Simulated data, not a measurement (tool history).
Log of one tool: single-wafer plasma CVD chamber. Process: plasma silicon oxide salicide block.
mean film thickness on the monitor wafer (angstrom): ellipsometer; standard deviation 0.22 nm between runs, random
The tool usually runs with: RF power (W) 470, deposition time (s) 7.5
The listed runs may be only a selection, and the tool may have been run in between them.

| run | hour | RF power (W) | deposition time (s) | read-back reference wafer on the same gauge, thickness_nm | mean film thickness on the monitor wafer (angstrom) |
|---|---|---|---|---|---|
| 1 | 0 | 525 | 7.5 | 59.219 | 708.47 |
| 2 | 14.3 | 525 | 7.5 | 59.27 | 710.89 |
| 3 | 34.2 | 425 | 7.5 | 59.248 | 659.7 |
| 4 | 56.1 | 425 | 7.5 | 59.318 | 658.75 |
| 5 | 86.4 | 470 | 6.7 | 59.351 | 612.53 |
| 6 | 121.2 | 470 | 6.7 | 59.448 | 612.56 |
| 7 | 143.2 | 470 | 6.7 | 59.454 | 612.15 |
| 8 | 163.1 | 470 | 7.5 | 59.485 | 686.45 |
| 9 | 184.7 | 470 | 7.5 | 59.499 | 686.27 |
| 10 | 212.5 | 470 | 7.5 | 59.505 | 685.59 |
| 11 | 228 | 470 | 7.5 | 59.556 | 685.54 |
| 12 | 247.2 | 470 | 7.5 | 59.56 | 684.53 |
| 13 | 261.9 | 415 | 7.5 | 59.62 | 657.24 |
|  | 273.6 | gauge calibrated |
| 14 | 278.5 | 415 | 7.5 | 58.83 | 646.92 |
| 15 | 294 | 415 | 7.5 | 58.852 | 646.05 |
|  | 322.3 | RF generator calibrated |
| 16 | 322.8 | 435 | 7.5 | 58.831 | 661.58 |
| 17 | 346.1 | 435 | 7.5 | 58.945 | 661.4 |
| 18 | 391.6 | 545 | 8.02 | 59.022 | 767.77 |
| 19 | 420.1 | 550 | 8.16 | 59.022 | 780.99 |
| 20 | 442.2 | 520 | 8.1 | 59.047 | 759.1 |
| 21 | 463.5 | 505 | 7.5 | 59.079 | 697.29 |
| 22 | 484.9 | 470 | 7.5 | 59.159 | 682 |
| 23 | 515.9 | 540 | 6.46 | 59.15 | 620.83 |
| 24 | 551.2 | 525 | 8.09 | 59.2 | 765.23 |
| 25 | 579 | 525 | 7.5 | 59.232 | 708.7 |
|  | 671.3 | showerhead replaced |
| 26 | 675.4 | 470 | 7.5 | 59.404 | 686.63 |
| 27 | 687.7 | 525 | 8.25 | 59.433 | 782.96 |
| 28 | 716.4 | 470 | 7.5 | 59.451 | 684.14 |
| 29 | 735.6 | 495 | 7.5 | 59.493 | 699.89 |
| 30 | 758.3 | 425 | 6.45 | 59.45 | 568.04 |
| 31 | 789.8 | 470 | 7.5 | 59.603 | 686.4 |
| 32 | 820.4 | 510 | 7.5 | 59.567 | 709.73 |
| 33 | 838.4 | 440 | 7.5 | 59.628 | 670.8 |
| 34 | 869.8 | 505 | 6.56 | 59.669 | 618.52 |

Below are 5 alternative next runs, each starting from the tool's condition after run 34. Predict each:
| A | 870.2 | 470 | 6.73 | ? | ? |
| B | 870.2 | 425 | 8.31 | ? | ? |
| C | 870.2 | 420 | 8.4 | ? | ? |
| D | 870.2 | 410 | 8.05 | ? | ? |
| E | 870.2 | 540 | 6.98 | ? | ? |

| run | read-back reference wafer on the same gauge, thickness_nm | mean film thickness on the monitor wafer (angstrom) |
|---|---|---|
| A | 59.647 | 615.27 |
| B | 59.647 | 731.59 |
| C | 59.647 | 736.2 |
| D | 59.647 | 699.05 |
| E | 59.647 | 671.25 |
Had the tool no hidden state, the same runs would have come out as:
| run | mean film thickness on the monitor wafer (angstrom) |
|---|---|
| A | 604.42 |
| B | 718.69 |
| C | 723.22 |
| D | 686.73 |
| E | 659.42 |
